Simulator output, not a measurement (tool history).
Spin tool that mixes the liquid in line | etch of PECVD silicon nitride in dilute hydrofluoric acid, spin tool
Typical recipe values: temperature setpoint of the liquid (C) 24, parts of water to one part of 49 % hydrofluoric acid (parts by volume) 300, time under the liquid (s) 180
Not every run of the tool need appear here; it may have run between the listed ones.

run	hour	temperature setpoint of the liquid (C)	parts of water to one part of 49 % hydrofluoric acid (parts by volume)	time under the liquid (s)	read-back film thickness of the PECVD silicon nitride reference wafer, read on the same gauge (nm)	thickness taken off the PECVD silicon nitride on a monitor wafer (Å)
1	0	24	300	180	99.964	33.56
2	20.4	26.5	300	180	100.018	38.15
3	45.1	26.5	300	180	99.997	39.1
4	73.7	26.5	300	180	100.026	38.85
# hour 95.7: hydrofluoric acid flow meter replaced
5	103.8	24	300	180	100.006	29.63
6	137.9	24	300	180	100.032	30.08
7	163.4	24	300	180	100.013	30.85
8	198.6	24	300	180	99.998	30.08
9	237.2	24	300	180	100.019	31.28
10	270.8	24	300	180	99.986	30.65
11	285.9	24	300	180	100.008	30.94
12	308.9	24	300	180	99.998	30.77
13	329	24	300	180	99.992	31.82
14	350	24	300	180	100.027	31.22
15	364.1	24	300	180	100.01	31.54
16	377.5	24	300	180	100.029	32.14
# hour 440.5: gauge calibrated
17	449.6	24	360	265	99.953	38.81
18	472.9	24	300	250	100.021	45.1
# hour 510.1: thermometer replaced
19	549.5	24	300	180	100.017	32.89
20	581.3	24	300	180	99.99	32.66
21	610.5	24	430	250	99.973	32.18
22	631.1	24	400	180	100.001	24.86
23	661.4	28	300	180	99.98	42.56
24	677.6	24	300	180	100.006	33.3
25	696.6	20	425	75	99.999	7.72
# hour 699.2: hydrofluoric acid flow meter replaced
26	713.1	24	300	180	99.991	30.31
27	806.6	24	240	180	100.01	37.7
28	828.3	22	300	290	100.028	44.11
29	858	21.5	300	180	100.01	26.75
30	889.3	24	300	285	100.05	49.03

Below are 3 alternative next runs, each starting from the tool's condition after run 30. Predict each:
A	889.8	24	300	180	?	?
B	889.8	21	235	180	?	?
C	889.8	27	195	180	?	?

run	read-back film thickness of the PECVD silicon nitride reference wafer, read on the same gauge (nm)	thickness taken off the PECVD silicon nitride on a monitor wafer (Å)
A	100.013	31.6
B	100.013	33.25
C	100.013	58.44
Had the tool no hidden state, the same runs would have come out as:
run	thickness taken off the PECVD silicon nitride on a monitor wafer (Å)
A	29.95
B	31.55
C	55.36

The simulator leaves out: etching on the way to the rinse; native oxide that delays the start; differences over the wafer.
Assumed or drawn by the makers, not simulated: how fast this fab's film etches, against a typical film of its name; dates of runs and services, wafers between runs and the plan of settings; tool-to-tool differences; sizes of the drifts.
